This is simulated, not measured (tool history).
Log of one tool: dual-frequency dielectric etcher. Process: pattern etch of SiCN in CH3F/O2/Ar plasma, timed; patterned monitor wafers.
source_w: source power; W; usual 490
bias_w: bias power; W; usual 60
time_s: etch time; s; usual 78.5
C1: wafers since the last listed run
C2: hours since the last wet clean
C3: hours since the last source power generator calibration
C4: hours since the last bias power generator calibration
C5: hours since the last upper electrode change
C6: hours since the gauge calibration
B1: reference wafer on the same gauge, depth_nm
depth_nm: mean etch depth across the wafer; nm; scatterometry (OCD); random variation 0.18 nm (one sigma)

Run 1, hour 0.0: usual settings; C1 0; C2 223.7; C3 3247.0; C4 3988.6; C5 3793.8; C6 119.0; B1 33.34. Result: depth_nm 29.33 nm.
Run 2, hour 66.2: usual settings; C1 648; C2 289.9; C3 3313.2; C4 4054.8; C5 3860.0; C6 185.2; B1 33.22. Result: depth_nm 29.27 nm.
At hour 234.1: wet clean of the chamber.
Run 3, hour 234.6: usual settings; C1 1415; C2 0.5; C3 3481.6; C4 4223.2; C5 4028.4; C6 353.6; B1 33.20. Result: depth_nm 30.61 nm.
Run 4, hour 264.2: usual settings but bias_w 66 W; C1 290; C2 30.1; C3 3511.2; C4 4252.8; C5 4058.0; C6 383.2; B1 33.26. Result: depth_nm 31.37 nm.
Run 5, hour 322.6: usual settings but bias_w 66 W; C1 572; C2 88.5; C3 3569.6; C4 4311.2; C5 4116.4; C6 441.6; B1 33.23. Result: depth_nm 31.09 nm.
Run 6, hour 376.5: usual settings but bias_w 66 W; C1 528; C2 142.4; C3 3623.5; C4 4365.1; C5 4170.3; C6 495.5; B1 33.29. Result: depth_nm 30.89 nm.
Run 7, hour 439.2: usual settings; C1 614; C2 205.1; C3 3686.2; C4 4427.8; C5 4233.0; C6 558.2; B1 33.28. Result: depth_nm 29.53 nm.
Run 8, hour 472.2: usual settings; C1 323; C2 238.1; C3 3719.2; C4 4460.8; C5 4266.0; C6 591.2; B1 33.36. Result: depth_nm 29.69 nm.
At hour 500.0: gauge calibrated.
Run 9, hour 541.6: usual settings but source_w 390 W; C1 680; C2 307.5; C3 3788.6; C4 4530.2; C5 4335.4; C6 41.6; B1 33.26. Result: depth_nm 27.43 nm.
Run 10, hour 580.8: usual settings; C1 384; C2 346.7; C3 3827.8; C4 4569.4; C5 4374.6; C6 80.8; B1 33.29. Result: depth_nm 29.57 nm.

The next listed run, before its measurement:
At hour 606.5: bias power generator calibrated.
Run 11, hour 623.0: usual settings but time_s 85.0 s; C1 374; C2 388.9; C3 3870.0; C4 16.5; C5 4416.8; C6 123.0; B1 ?. Result: depth_nm ?.

{"run 11": {"B1": 33.32, "depth_nm": 31.99}}
Without the tool's hidden state the same run would have given depth_nm 32.66 nm.

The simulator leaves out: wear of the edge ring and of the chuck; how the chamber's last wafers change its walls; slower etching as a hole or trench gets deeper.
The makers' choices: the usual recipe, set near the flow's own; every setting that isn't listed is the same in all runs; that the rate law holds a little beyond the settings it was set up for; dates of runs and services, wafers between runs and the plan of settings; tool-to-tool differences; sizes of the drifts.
